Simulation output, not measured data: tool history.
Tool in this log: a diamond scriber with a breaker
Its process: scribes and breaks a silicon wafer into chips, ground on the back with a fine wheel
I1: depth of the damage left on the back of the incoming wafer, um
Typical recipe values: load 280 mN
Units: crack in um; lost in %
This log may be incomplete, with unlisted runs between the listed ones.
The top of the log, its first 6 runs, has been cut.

run 7 hour=264.1 | load=280 | I1=2.61 | crack=10.66 lost=2.27
run 8 hour=313.9 | load=335 | I1=2.23 | crack=11.45 lost=2.31
run 9 hour=346.0 | load=335 | I1=2.55 | crack=11.72 lost=2.50
run 10 hour=375.6 | load=280 | I1=2.36 | crack=10.43 lost=1.84
run 11 hour=445.9 | load=280 | I1=2.46 | crack=10.55 lost=2.03
run 12 hour=486.0 | load=280 | I1=2.79 | crack=10.47 lost=2.71
run 13 hour=551.7 | load=280 | I1=2.06 | crack=10.74 lost=1.58
-- hour=578.3 diamond tip replaced by a new one
run 14 hour=584.4 | load=280 | I1=2.65 | crack=10.86 lost=2.29
run 15 hour=609.6 | load=337 | I1=2.48 | crack=12.05 lost=3.17
run 16 hour=654.4 | load=337 | I1=2.31 | crack=12.02 lost=3.08
-- hour=681.6 load on the tip recalibrated
run 17 hour=685.7 | load=246 | I1=1.80 | crack=9.97 lost=1.95
run 18 hour=710.2 | load=246 | I1=2.92 | crack=9.85 lost=4.23
run 19 hour=763.2 | load=255 | I1=2.76 | crack=10.08 lost=3.46
run 20 hour=814.3 | load=246 | I1=1.99 | crack=9.44 lost=2.28
run 21 hour=846.8 | load=308 | I1=1.93 | crack=10.87 lost=1.30
run 22 hour=901.1 | load=225 | I1=1.72 | crack=9.29 lost=2.99

For run 23, what comes out?
run 23 hour=965.8 | load=328 | I1=2.94 | crack=? lost=?

Run 23 gave crack 11.07 um, lost 2.76 %.
On a tool with no hidden condition, and with the same random variation, this run would have come out at crack 11.62 um, lost 2.93 %.
